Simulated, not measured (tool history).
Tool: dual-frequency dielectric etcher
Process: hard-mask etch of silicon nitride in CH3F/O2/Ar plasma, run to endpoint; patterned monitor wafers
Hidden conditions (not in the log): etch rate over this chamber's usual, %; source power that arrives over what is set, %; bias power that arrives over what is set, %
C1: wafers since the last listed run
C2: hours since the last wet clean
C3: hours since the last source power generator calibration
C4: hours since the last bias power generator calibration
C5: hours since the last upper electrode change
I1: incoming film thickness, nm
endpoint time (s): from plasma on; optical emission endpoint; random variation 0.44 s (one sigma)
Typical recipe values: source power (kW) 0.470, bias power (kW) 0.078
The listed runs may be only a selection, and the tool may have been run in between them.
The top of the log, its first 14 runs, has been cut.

{"run": 15, "hour": 175.2, "source power (kW)": 0.47, "bias power (kW)": 0.078, "C1": 3, "C2": 0.8, "C3": 5162.5, "C4": 3362.9, "C5": 1905.0, "I1": 44.71, "endpoint time (s)": 59.7}
{"run": 16, "hour": 180.8, "source power (kW)": 0.47, "bias power (kW)": 0.078, "C1": 73, "C2": 6.4, "C3": 5168.1, "C4": 3368.5, "C5": 1910.6, "I1": 44.32, "endpoint time (s)": 59.7}
{"hour": 192.3, "done": "source power generator calibrated"}
{"run": 17, "hour": 193.5, "source power (kW)": 0.47, "bias power (kW)": 0.078, "C1": 113, "C2": 19.1, "C3": 1.2, "C4": 3381.2, "C5": 1923.3, "I1": 44.97, "endpoint time (s)": 60.0}
{"run": 18, "hour": 206.3, "source power (kW)": 0.54, "bias power (kW)": 0.065, "C1": 167, "C2": 31.9, "C3": 14.0, "C4": 3394.0, "C5": 1936.1, "I1": 44.35, "endpoint time (s)": 59.8}
{"run": 19, "hour": 219.5, "source power (kW)": 0.47, "bias power (kW)": 0.084, "C1": 172, "C2": 45.1, "C3": 27.2, "C4": 3407.2, "C5": 1949.3, "I1": 44.17, "endpoint time (s)": 57.8}
{"run": 20, "hour": 231.1, "source power (kW)": 0.42, "bias power (kW)": 0.069, "C1": 151, "C2": 56.7, "C3": 38.8, "C4": 3418.8, "C5": 1960.9, "I1": 44.49, "endpoint time (s)": 64.1}
{"run": 21, "hour": 239.5, "source power (kW)": 0.47, "bias power (kW)": 0.078, "C1": 109, "C2": 65.1, "C3": 47.2, "C4": 3427.2, "C5": 1969.3, "I1": 44.33, "endpoint time (s)": 59.9}
{"run": 22, "hour": 252.8, "source power (kW)": 0.43, "bias power (kW)": 0.067, "C1": 173, "C2": 78.4, "C3": 60.5, "C4": 3440.5, "C5": 1982.6, "I1": 44.48, "endpoint time (s)": 64.5}
{"run": 23, "hour": 262.9, "source power (kW)": 0.47, "bias power (kW)": 0.066, "C1": 131, "C2": 88.5, "C3": 70.6, "C4": 3450.6, "C5": 1992.7, "I1": 44.25, "endpoint time (s)": 62.1}
{"hour": 277.7, "done": "bias power generator calibrated"}
{"hour": 301.7, "done": "upper electrode replaced"}
{"run": 24, "hour": 302.2, "source power (kW)": 0.4, "bias power (kW)": 0.085, "C1": 147, "C2": 127.8, "C3": 109.9, "C4": 24.5, "C5": 0.5, "I1": 44.58, "endpoint time (s)": 60.6}
{"run": 25, "hour": 302.5, "source power (kW)": 0.47, "bias power (kW)": 0.082, "C1": 3, "C2": 128.1, "C3": 110.2, "C4": 24.8, "C5": 0.8, "I1": 44.52, "endpoint time (s)": 59.4}
{"run": 26, "hour": 303.8, "source power (kW)": 0.41, "bias power (kW)": 0.096, "C1": 16, "C2": 129.4, "C3": 111.5, "C4": 26.1, "C5": 2.1, "I1": 43.84, "endpoint time (s)": 57.4}
{"run": 27, "hour": 313.0, "source power (kW)": 0.47, "bias power (kW)": 0.082, "C1": 120, "C2": 138.6, "C3": 120.7, "C4": 35.3, "C5": 11.3, "I1": 44.35, "endpoint time (s)": 58.9}
{"run": 28, "hour": 320.4, "source power (kW)": 0.47, "bias power (kW)": 0.085, "C1": 96, "C2": 146.0, "C3": 128.1, "C4": 42.7, "C5": 18.7, "I1": 44.0, "endpoint time (s)": 57.9}
{"run": 29, "hour": 328.8, "source power (kW)": 0.42, "bias power (kW)": 0.085, "C1": 109, "C2": 154.4, "C3": 136.5, "C4": 51.1, "C5": 27.1, "I1": 44.46, "endpoint time (s)": 60.4}
{"run": 30, "hour": 344.1, "source power (kW)": 0.47, "bias power (kW)": 0.078, "C1": 199, "C2": 169.7, "C3": 151.8, "C4": 66.4, "C5": 42.4, "I1": 44.29, "endpoint time (s)": 59.5}
{"run": 31, "hour": 355.3, "source power (kW)": 0.47, "bias power (kW)": 0.078, "C1": 146, "C2": 180.9, "C3": 163.0, "C4": 77.6, "C5": 53.6, "I1": 44.32, "endpoint time (s)": 60.7}
{"run": 32, "hour": 384.0, "source power (kW)": 0.42, "bias power (kW)": 0.068, "C1": 374, "C2": 209.6, "C3": 191.7, "C4": 106.3, "C5": 82.3, "I1": 44.04, "endpoint time (s)": 63.3}
{"run": 33, "hour": 401.2, "source power (kW)": 0.43, "bias power (kW)": 0.097, "C1": 224, "C2": 226.8, "C3": 208.9, "C4": 123.5, "C5": 99.5, "I1": 44.2, "endpoint time (s)": 58.4}
{"run": 34, "hour": 413.3, "source power (kW)": 0.47, "bias power (kW)": 0.071, "C1": 157, "C2": 238.9, "C3": 221.0, "C4": 135.6, "C5": 111.6, "I1": 44.25, "endpoint time (s)": 61.9}
{"run": 35, "hour": 424.3, "source power (kW)": 0.36, "bias power (kW)": 0.091, "C1": 143, "C2": 249.9, "C3": 232.0, "C4": 146.6, "C5": 122.6, "I1": 44.8, "endpoint time (s)": 61.2}

4 ways to go on from here, each from the tool as it stands after run 35. What would each give?
{"run": "A", "hour": 424.7, "source power (kW)": 0.47, "bias power (kW)": 0.078, "C1": 5, "C2": 250.3, "C3": 232.4, "C4": 147.0, "C5": 123.0, "I1": 44.25, "endpoint time (s)": "?"}
{"run": "B", "hour": 424.7, "source power (kW)": 0.54, "bias power (kW)": 0.064, "C1": 5, "C2": 250.3, "C3": 232.4, "C4": 147.0, "C5": 123.0, "I1": 44.25, "endpoint time (s)": "?"}
{"run": "C", "hour": 424.7, "source power (kW)": 0.47, "bias power (kW)": 0.06, "C1": 5, "C2": 250.3, "C3": 232.4, "C4": 147.0, "C5": 123.0, "I1": 44.25, "endpoint time (s)": "?"}
{"run": "D", "hour": 424.7, "source power (kW)": 0.42, "bias power (kW)": 0.07, "C1": 5, "C2": 250.3, "C3": 232.4, "C4": 147.0, "C5": 123.0, "I1": 44.25, "endpoint time (s)": "?"}

run=A endpoint_time_(s)=60.1
run=B endpoint_time_(s)=61.3
run=C endpoint_time_(s)=64.1
run=D endpoint_time_(s)=63.2
Without the tool's hidden state the same runs would have given:
run=A endpoint_time_(s)=58.6
run=B endpoint_time_(s)=59.8
run=C endpoint_time_(s)=62.6
run=D endpoint_time_(s)=61.6
